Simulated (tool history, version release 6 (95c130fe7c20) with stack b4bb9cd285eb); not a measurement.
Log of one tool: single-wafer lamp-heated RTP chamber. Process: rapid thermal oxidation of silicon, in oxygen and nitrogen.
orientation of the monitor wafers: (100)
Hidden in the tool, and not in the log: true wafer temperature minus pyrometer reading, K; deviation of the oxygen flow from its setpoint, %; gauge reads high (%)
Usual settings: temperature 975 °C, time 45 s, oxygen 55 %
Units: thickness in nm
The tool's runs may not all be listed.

run    hour  temperature  time  oxygen  wafers since the last listed run  wafers since the last pyrometer calibration  hours since the oxygen flow controller was replaced  hours since the gauge calibration  read-back reference wafer on the same gauge, thickness  thickness
  1       0          975    45      55                                 0                                         3580                                               5721.2                              575.9                                                   4.319      3.766
  2     129          958    45      55                               820                                         4400                                               5850.2                              704.9                                                   4.322      3.407
  3   153.3          975    45      55                               154                                         4555                                               5874.5                              729.2                                                   4.318      3.783
  4   220.8          975    45      77                               429                                         4984                                                 5942                              796.7                                                   4.324      4.177
  5   270.7          975    45      77                               317                                         5302                                               5991.9                              846.6                                                    4.32      4.204
  6   303.1          975    45      77                               206                                         5508                                               6024.3                                879                                                   4.322      4.181
  7   336.6          975    45      31                               213                                         5721                                               6057.8                              912.5                                                   4.319      3.258
  8   404.9          975    45      31                               434                                         6155                                               6126.1                              980.8                                                   4.318      3.225
      477.3  -- pyrometer window cleaned and pyrometer calibrated
  9   477.8          975    45      31                               412                                            3                                                 6199                             1053.7                                                   4.321      3.157
 10     538          975    36      74                               382                                          386                                               6259.2                             1113.9                                                   4.317      3.704
      574.2  -- gauge calibrated
 11     590          975    36      74                               330                                          717                                               6311.2                               15.8                                                   4.321      3.703
 12   614.5          975    36      74                               155                                          873                                               6335.7                               40.3                                                   4.321      3.712
      638.8  -- oxygen flow controller replaced
 13   655.9          957    57      55                               212                                         1085                                                 17.1                               81.7                                                   4.319      3.651
 14   703.7          975    45      55                               304                                         1389                                                 64.9                              129.5                                                   4.324      3.731
 15   752.6          975    45      73                               311                                         1700                                                113.8                              178.4                                                   4.316       4.04
 16     823          975    45      73                               447                                         2148                                                184.2                              248.8                                                   4.323      4.055
 17   860.6          975    45      31                               239                                         2387                                                221.8                              286.4                                                   4.319      3.193
 18     906          975    62      55                               288                                         2676                                                267.2                              331.8                                                   4.319      4.225
 19   930.6          975    45      31                               156                                         2833                                                291.8                              356.4                                                   4.318      3.209
 20   979.1          975    62      55                               308                                         3141                                                340.3                              404.9                                                   4.323      4.247
 21  1010.6          963    37      73                               200                                         3341                                                371.8                              436.4                                                    4.32      3.511
 22  1075.3          975    45      55                               411                                         3753                                                436.5                              501.1                                                   4.318      3.762
 23  1114.3          987    33      55                               248                                         4001                                                475.5                              540.1                                                   4.322      3.592
 24  1183.8          948    57      80                               442                                         4443                                                  545                              609.6                                                   4.321      3.855
 25  1214.1          953    45      39                               192                                         4636                                                575.3                              639.9                                                    4.32      3.047
 26  1242.9          975    31      38                               183                                         4819                                                604.1                              668.7                                                   4.317      3.019
 27  1273.9          959    27      55                               197                                         5016                                                635.1                              699.7                                                    4.32      2.887
 28  1299.6          975    58      55                               163                                         5180                                                660.8                              725.4                                                    4.32      4.147
 29  1340.7          955    67      55                               261                                         5441                                                701.9                              766.5                                                   4.322      3.837
 30  1402.9          993    26      28                               395                                         5837                                                764.1                              828.7                                                   4.317      2.923
 31  1454.7          949    45      55                               329                                         6167                                                815.9                              880.5                                                   4.321      3.232
 32    1531          983    38      63                               485                                         6652                                                892.2                              956.8                                                   4.326      3.865

Forecast each of these 5 alternatives for the next run:
  A  1531.4          975    45      55                                 2                                         6655                                                892.6                              957.2                                                       ?          ?
  B  1531.4          975    66      55                                 2                                         6655                                                892.6                              957.2                                                       ?          ?
  C  1531.4         1000    66      28                                 2                                         6655                                                892.6                              957.2                                                       ?          ?
  D  1531.4          989    45      55                                 2                                         6655                                                892.6                              957.2                                                       ?          ?
  E  1531.4          983    62      85                                 2                                         6655                                                892.6                              957.2                                                       ?          ?

run  read-back reference wafer on the same gauge, thickness  thickness
  A                                                   4.316      3.784
  B                                                   4.316      4.404
  C                                                   4.316      4.214
  D                                                   4.316      4.147
  E                                                   4.316      5.243
Without the tool's hidden state the same runs would have given:
run  thickness
  A      3.658
  B      4.245
  C      4.072
  D      4.002
  E      5.043
